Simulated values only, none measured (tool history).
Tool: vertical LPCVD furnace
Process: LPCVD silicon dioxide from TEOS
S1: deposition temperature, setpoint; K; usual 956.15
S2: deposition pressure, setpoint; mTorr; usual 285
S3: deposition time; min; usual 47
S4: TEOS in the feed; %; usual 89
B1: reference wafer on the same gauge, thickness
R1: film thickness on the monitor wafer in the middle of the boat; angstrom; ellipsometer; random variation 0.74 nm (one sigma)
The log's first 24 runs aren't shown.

run     day      S1   S2    S3  S4      B1      R1
 25  13.962  956.15  285    47  89  238.87  2525.3
 26  14.558  962.15  230  32.5  83   238.9  1745.6
 27  15.142  956.15  285    47  89   238.8  2514.6
 28  16.396  967.15  265    34  96  238.91  2372.3
 29  17.104  963.15  285    29  89  238.93  1844.5
 30  17.575  945.15  285  54.5  74  239.04  2043.9
 31  18.133  961.15  215    40  97  239.02  2187.5
 32  19.946  963.15  285  28.5  97  239.01  1878.5

Forecast each of these 3 alternatives for the next run:
  A  20.15  956.15  285    47  89   ?   ?
  B  20.15  947.15  265  62.5  97   ?   ?
  C  20.15  967.15  285  30.5  89   ?   ?

run      B1      R1
  A  238.96  2511.4
  B  238.96  2701.2
  C  238.96  2117.6
Without the tool's hidden state the same runs would have given:
run      R1
  A    2487
  B  2674.5
  C  2097.5

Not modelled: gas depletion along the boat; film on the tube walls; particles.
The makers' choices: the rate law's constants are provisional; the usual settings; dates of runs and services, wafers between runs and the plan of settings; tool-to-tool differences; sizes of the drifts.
